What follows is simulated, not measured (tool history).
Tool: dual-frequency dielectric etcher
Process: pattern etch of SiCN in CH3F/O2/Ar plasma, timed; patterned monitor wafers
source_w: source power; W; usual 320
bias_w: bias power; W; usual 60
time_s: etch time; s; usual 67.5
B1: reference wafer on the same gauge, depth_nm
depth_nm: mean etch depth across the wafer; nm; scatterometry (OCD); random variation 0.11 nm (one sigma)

Run 1, hour 0.0: usual settings but source_w 290 W; B1 20.06. Result: depth_nm 20.64 nm.
At hour 26.5: upper electrode replaced.
Run 2, hour 27.0: usual settings but source_w 290 W; B1 20.10. Result: depth_nm 20.47 nm.
Run 3, hour 32.3: usual settings but source_w 290 W; B1 20.09. Result: depth_nm 20.49 nm.
Run 4, hour 46.4: usual settings but bias_w 69 W; B1 20.09. Result: depth_nm 22.35 nm.
Run 5, hour 61.0: usual settings but bias_w 69 W; B1 20.07. Result: depth_nm 22.23 nm.
Run 6, hour 67.4: usual settings; B1 20.11. Result: depth_nm 21.10 nm.
Run 7, hour 81.7: usual settings; B1 20.09. Result: depth_nm 21.21 nm.
Run 8, hour 89.6: usual settings; B1 20.09. Result: depth_nm 21.23 nm.
Run 9, hour 105.1: usual settings but bias_w 52 W; B1 20.15. Result: depth_nm 20.33 nm.
Run 10, hour 116.2: usual settings but bias_w 52 W; B1 20.11. Result: depth_nm 20.41 nm.
Run 11, hour 122.5: usual settings but source_w 380 W, bias_w 50 W, time_s 87.5 s; B1 20.09. Result: depth_nm 27.47 nm.
Run 12, hour 130.8: usual settings but source_w 280 W, bias_w 50 W, time_s 56.0 s; B1 20.08. Result: depth_nm 15.96 nm.
At hour 141.4: bias power generator calibrated.
At hour 156.7: wet clean of the chamber.
Run 13, hour 157.2: usual settings; B1 20.11. Result: depth_nm 20.34 nm.
Run 14, hour 157.5: usual settings but source_w 300 W, bias_w 71 W, time_s 76.0 s; B1 20.10. Result: depth_nm 23.54 nm.
At hour 168.2: gauge calibrated.
Run 15, hour 173.3: usual settings; B1 20.11. Result: depth_nm 20.37 nm.
Run 16, hour 182.3: usual settings but source_w 250 W; B1 20.09. Result: depth_nm 18.98 nm.
Run 17, hour 197.7: usual settings; B1 20.07. Result: depth_nm 20.50 nm.
Run 18, hour 203.9: usual settings but source_w 290 W, bias_w 75 W; B1 20.15. Result: depth_nm 21.45 nm.
At hour 208.9: source power generator calibrated.
Run 19, hour 216.5: usual settings; B1 20.14. Result: depth_nm 20.50 nm.
Run 20, hour 231.3: usual settings but source_w 350 W, bias_w 52 W; B1 20.06. Result: depth_nm 19.90 nm.
Run 21, hour 246.8: usual settings but source_w 380 W; B1 20.09. Result: depth_nm 21.55 nm.
Run 22, hour 258.3: usual settings but source_w 260 W, bias_w 55 W, time_s 62.0 s; B1 20.10. Result: depth_nm 17.21 nm.
Run 23, hour 269.1: usual settings but source_w 380 W, bias_w 48 W, time_s 87.0 s; B1 20.10. Result: depth_nm 25.65 nm.
Run 24, hour 283.3: usual settings but source_w 280 W, bias_w 74 W, time_s 78.0 s; B1 20.11. Result: depth_nm 24.52 nm.
Run 25, hour 289.7: usual settings; B1 20.10. Result: depth_nm 20.63 nm.
Run 26, hour 305.9: usual settings but source_w 360 W, bias_w 48 W, time_s 49.5 s; B1 20.12. Result: depth_nm 14.54 nm.
Run 27, hour 319.5: usual settings but time_s 52.5 s; B1 20.04. Result: depth_nm 16.08 nm.
Run 28, hour 326.4: usual settings; B1 20.17. Result: depth_nm 20.76 nm.
Run 29, hour 334.2: usual settings but source_w 350 W, bias_w 65 W; B1 20.04. Result: depth_nm 21.77 nm.

Measured less the same run without the tool's hidden state. The same run-to-run variation is in both; the gauge's scatter may not be:
The hidden state here: etch rate over this chamber's usual, %; source power that arrives over what is set, %; bias power that arrives over what is set, %; gauge reads high (%).
run  depth_nm
  1     +0.79
  2     +0.84
  3     +0.85
  4     +0.95
  5     +0.98
  6     +0.94
  7     +0.98
  8     +0.99
  9     +0.98
 10     +1.00
 11     +1.37
 12     +0.81
 13     +0.04
 14     +0.04
 15     +0.07
 16     +0.08
 17     +0.12
 18     +0.13
 19     +0.16
 20     +0.18
 21     +0.23
 22     +0.20
 23     +0.33
 24     +0.35
 25     +0.31
 26     +0.24
 27     +0.29
 28     +0.39
 29     +0.42

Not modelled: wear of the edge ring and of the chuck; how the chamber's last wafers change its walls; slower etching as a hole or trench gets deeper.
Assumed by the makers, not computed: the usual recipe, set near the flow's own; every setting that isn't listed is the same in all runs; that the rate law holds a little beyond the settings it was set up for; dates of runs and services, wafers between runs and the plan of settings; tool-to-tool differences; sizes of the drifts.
